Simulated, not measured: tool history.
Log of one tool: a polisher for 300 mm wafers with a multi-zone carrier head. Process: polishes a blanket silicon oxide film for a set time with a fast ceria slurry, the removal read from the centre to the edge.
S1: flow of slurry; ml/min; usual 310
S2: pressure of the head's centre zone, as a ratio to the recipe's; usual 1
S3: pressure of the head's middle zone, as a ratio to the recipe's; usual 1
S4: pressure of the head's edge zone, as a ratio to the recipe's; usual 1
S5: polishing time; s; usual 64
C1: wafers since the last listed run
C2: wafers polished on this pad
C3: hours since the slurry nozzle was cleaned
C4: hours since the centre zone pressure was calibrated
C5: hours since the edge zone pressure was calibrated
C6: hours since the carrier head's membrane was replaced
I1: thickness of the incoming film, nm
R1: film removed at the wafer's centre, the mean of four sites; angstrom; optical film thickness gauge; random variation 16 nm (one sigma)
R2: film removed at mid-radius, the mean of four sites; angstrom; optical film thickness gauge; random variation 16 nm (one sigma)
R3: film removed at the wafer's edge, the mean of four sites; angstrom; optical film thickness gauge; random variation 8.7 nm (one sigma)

run     day   S1    S2    S3    S4  S5   C1    C2     C3     C4     C5     C6      I1     R1     R2     R3
  1       0  310     1     1     1  64    0   198  481.7  565.4  756.1  510.3  2803.5  10882  10876  10700
  2   1.046  310     1     1     1  64  279   478  506.8  590.5  781.2  535.4    2755  10417  10688  10615
  3   2.117  310  0.95     1     1  64  286   765  532.5  616.2  806.9  561.1  2726.9   9702  10546  10439
  4   3.512  310     1     1     1  64  373  1138    566  649.7  840.4  594.6  2721.9  10163  10647  10272
  5   4.571  310     1     1     1  64  283  1421  591.4  675.1  865.8    620  2765.2  10365  10519  10390
  6   5.446  310     1     1     1  64  234  1655  612.4  696.1  886.8    641  2753.8  10203  10492  10176
      5.642  -- worn pad replaced by a new one
  7   6.642  390     1  0.97     1  64  275   267  641.1  724.8  915.5  669.7  2769.7  10501  10659  10892
  8   7.579  390     1  0.97     1  64  250   517  663.6  747.3    938  692.2  2779.9  10392  10482  10394
  9   8.758  310     1  1.04     1  64  315   833  691.9  775.6  966.3  720.5  2811.9  10172  11033  10063
     11.258  -- carrier head's membrane replaced by a new one
     11.392  -- edge zone pressure recalibrated
     12.208  -- worn pad replaced by a new one
 10  12.308  310     1     1     1  64  827    26  777.1  860.8     22   25.2  2755.8  10521  10981  10824
 11  13.192  310     1  0.96     1  57  236   262  798.3    882   43.2   46.4  2772.1   9205   9426   9409
 12  13.962  310     1  1.06  0.88  64  206   468  816.8  900.5   61.7   64.9  2784.9  10228  11393   9826
     14.375  -- slurry nozzle cleaned
 13  14.808  270     1  0.92  1.11  64  215   684   10.4  920.8     82   85.2    2815   9889   9701  10841
 14  15.917  310     1     1     1  64  296   980     37  947.4  108.6  111.8  2759.2  10122  10566  10364
     17.029  -- centre zone pressure recalibrated
     18.567  -- worn pad replaced by a new one
 15  18.671  310     1     1     1  64  669    27  103.1   39.4  174.7  177.9  2766.8  11609  10825  10729
 16  19.462  310     1   0.9  1.11  64  211   239  122.1   58.4  193.7  196.9  2754.8  10933   9925  11269
 17   20.55  215     1     1     1  44  290   530  148.2   84.5  219.8    223  2777.4   7159   6977   6947
 18  21.162  310     1     1     1  64  163   693  162.9   99.2  234.5  237.7  2804.2  10729  10526  10331
 19  22.333  310     1  1.07  1.05  64  313  1007    191  127.3  262.6  265.8  2767.8  10966  10898  10495
 20  23.346  235  1.12     1   0.9  58  270  1277  215.3  151.6  286.9  290.1  2785.3  10426   9177   8599
 21  24.512  310  1.05     1     1  64  312  1589  243.3  179.6  314.9  318.1  2829.2  11339  10717  10294
     24.775  -- worn pad replaced by a new one
 22  25.238  310     1     1     1  64  149   123  260.7    197  332.3  335.5    2790  11077  11058  10616

4 ways to go on from here, each from the tool as it stands after run 22. What would each give?
  A  25.254  310     1  1.1     1  64   4  128  261.1  197.4  332.7  335.9  2767.7   ?   ?   ?
  B  25.254  260     1    1  0.94  64   4  128  261.1  197.4  332.7  335.9  2767.7   ?   ?   ?
  C  25.254  240  0.93    1  0.94  77   4  128  261.1  197.4  332.7  335.9  2767.7   ?   ?   ?
  D  25.254  310  0.89    1     1  64   4  128  261.1  197.4  332.7  335.9  2767.7   ?   ?   ?

run     R1     R2     R3
  A  11089  11861  10776
  B  10836  10721  10318
  C  12066  12766  12315
  D   9977  10943  10790
Without the tool's hidden state the same runs would have given:
run     R1     R2     R3
  A  11479  12120  11011
  B  11218  10954  10544
  C  12492  13044  12584
  D  10330  11182  11026

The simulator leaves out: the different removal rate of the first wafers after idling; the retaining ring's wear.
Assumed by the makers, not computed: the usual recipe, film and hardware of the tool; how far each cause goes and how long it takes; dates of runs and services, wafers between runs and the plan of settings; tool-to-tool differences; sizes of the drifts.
